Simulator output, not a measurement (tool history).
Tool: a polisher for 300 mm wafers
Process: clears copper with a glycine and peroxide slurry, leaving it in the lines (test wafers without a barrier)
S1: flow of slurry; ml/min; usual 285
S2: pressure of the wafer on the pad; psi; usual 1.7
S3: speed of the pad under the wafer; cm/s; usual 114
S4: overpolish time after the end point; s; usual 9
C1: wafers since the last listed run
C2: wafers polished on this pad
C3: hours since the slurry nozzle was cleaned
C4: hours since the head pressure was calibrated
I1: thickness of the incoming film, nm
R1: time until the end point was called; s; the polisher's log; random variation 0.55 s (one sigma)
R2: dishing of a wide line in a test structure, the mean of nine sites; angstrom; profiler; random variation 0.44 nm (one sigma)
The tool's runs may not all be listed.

| run | hour | S1 | S2 | S3 | S4 | C1 | C2 | C3 | C4 | I1 | R1 | R2 |
|---|---|---|---|---|---|---|---|---|---|---|---|---|
| 1 | 0 | 325 | 1.7 | 100 | 9 | 0 | 974 | 735.4 | 1095.4 | 438.7 | 122.9 | 227 |
| 2 | 12.7 | 325 | 1.7 | 100 | 9 | 77 | 1052 | 748.1 | 1108.1 | 430.2 | 121.8 | 227 |
|  | 18.2 | worn pad replaced by a new one |
| 3 | 28 | 325 | 1.7 | 100 | 9 | 69 | 59 | 763.4 | 1123.4 | 424.2 | 113.7 | 233 |
| 4 | 43.3 | 285 | 1.7 | 114 | 9 | 93 | 153 | 778.7 | 1138.7 | 434.6 | 108.8 | 256 |
| 5 | 51.4 | 285 | 1.7 | 114 | 9 | 49 | 202 | 786.8 | 1146.8 | 425.7 | 108.2 | 255 |
| 6 | 70 | 285 | 1.7 | 114 | 9 | 113 | 316 | 805.4 | 1165.4 | 432.9 | 109.6 | 241 |
| 7 | 87.5 | 285 | 1.7 | 86 | 9 | 107 | 423 | 822.9 | 1182.9 | 431.4 | 137.7 | 204 |
| 8 | 101.9 | 285 | 1.7 | 86 | 9 | 88 | 512 | 837.3 | 1197.3 | 423.4 | 135.9 | 195 |
| 9 | 114.3 | 310 | 1.7 | 114 | 9 | 75 | 588 | 849.7 | 1209.7 | 433.7 | 112.4 | 243 |
| 10 | 122.1 | 310 | 1.7 | 114 | 9 | 47 | 635 | 857.5 | 1217.5 | 436.1 | 113.7 | 239 |
| 11 | 131.5 | 310 | 1.7 | 114 | 9 | 57 | 693 | 866.9 | 1226.9 | 435.1 | 114 | 235 |
| 12 | 144.2 | 305 | 1.7 | 114 | 9 | 77 | 771 | 879.6 | 1239.6 | 427.1 | 114.1 | 243 |
|  | 151.3 | slurry nozzle cleaned |
|  | 155.9 | head pressure recalibrated |
| 13 | 167.4 | 285 | 1.7 | 86 | 9 | 123 | 894 | 16.1 | 11.5 | 431.3 | 130.1 | 205 |
| 14 | 185 | 340 | 1.2 | 80 | 8 | 107 | 1002 | 33.7 | 29.1 | 432.9 | 158.7 | 154 |
| 15 | 192.9 | 285 | 1.7 | 136 | 9 | 48 | 1050 | 41.6 | 37 | 431.2 | 92.9 | 290 |
| 16 | 208.8 | 200 | 2.2 | 114 | 9 | 97 | 1148 | 57.5 | 52.9 | 432.4 | 96.1 | 282 |
|  | 213.3 | worn pad replaced by a new one |
| 17 | 224.3 | 285 | 1.7 | 114 | 9 | 70 | 67 | 73 | 68.4 | 423.2 | 99.7 | 267 |
| 18 | 231.7 | 245 | 2.2 | 98 | 9 | 45 | 112 | 80.4 | 75.8 | 427 | 100.1 | 276 |
| 19 | 244.4 | 285 | 2.1 | 114 | 12 | 77 | 190 | 93.1 | 88.5 | 438 | 91.7 | 392 |
| 20 | 258.9 | 285 | 1.3 | 114 | 9 | 88 | 279 | 107.6 | 103 | 431.2 | 116.2 | 229 |
| 21 | 267.2 | 235 | 1.7 | 114 | 9 | 50 | 330 | 115.9 | 111.3 | 434.6 | 105.8 | 257 |
| 22 | 280.9 | 220 | 1.9 | 88 | 6 | 83 | 414 | 129.6 | 125 | 434.7 | 123.8 | 156 |
| 23 | 291.9 | 285 | 1.4 | 114 | 9 | 67 | 481 | 140.6 | 136 | 427.5 | 113 | 239 |
| 24 | 303.8 | 285 | 1.7 | 114 | 7 | 72 | 554 | 152.5 | 147.9 | 428.9 | 102.7 | 211 |

Some steps in R1 between neighbouring runs. How much of each would the tool show without its hidden state too (settings, what came in, random variation), and how much is left for the hidden state, with any gauge scatter that isn't in both results?
The hidden state here: removal rate lost through wear of the pad, %; slurry flow missing at the pad, %; deviation of the head's pressure from its setpoint, %.
Run 2 -> 3: worn pad replaced by a new one. R1 -8.1 s: hidden state -5.9, all else -2.2.
Run 12 -> 13: S1 305 -> 285, S3 114 -> 86, slurry nozzle cleaned, head pressure recalibrated. R1 +16 s: hidden state -8.9, all else +24.9.
Run 13 -> 14: S1 285 -> 340, S2 1.7 -> 1.2, S3 86 -> 80, S4 9 -> 8. R1 +28.6 s: hidden state +2.2, all else +26.4.
Run 14 -> 15: S1 340 -> 285, S2 1.2 -> 1.7, S3 80 -> 136, S4 8 -> 9. R1 -65.8 s: hidden state -3.4, all else -62.4.
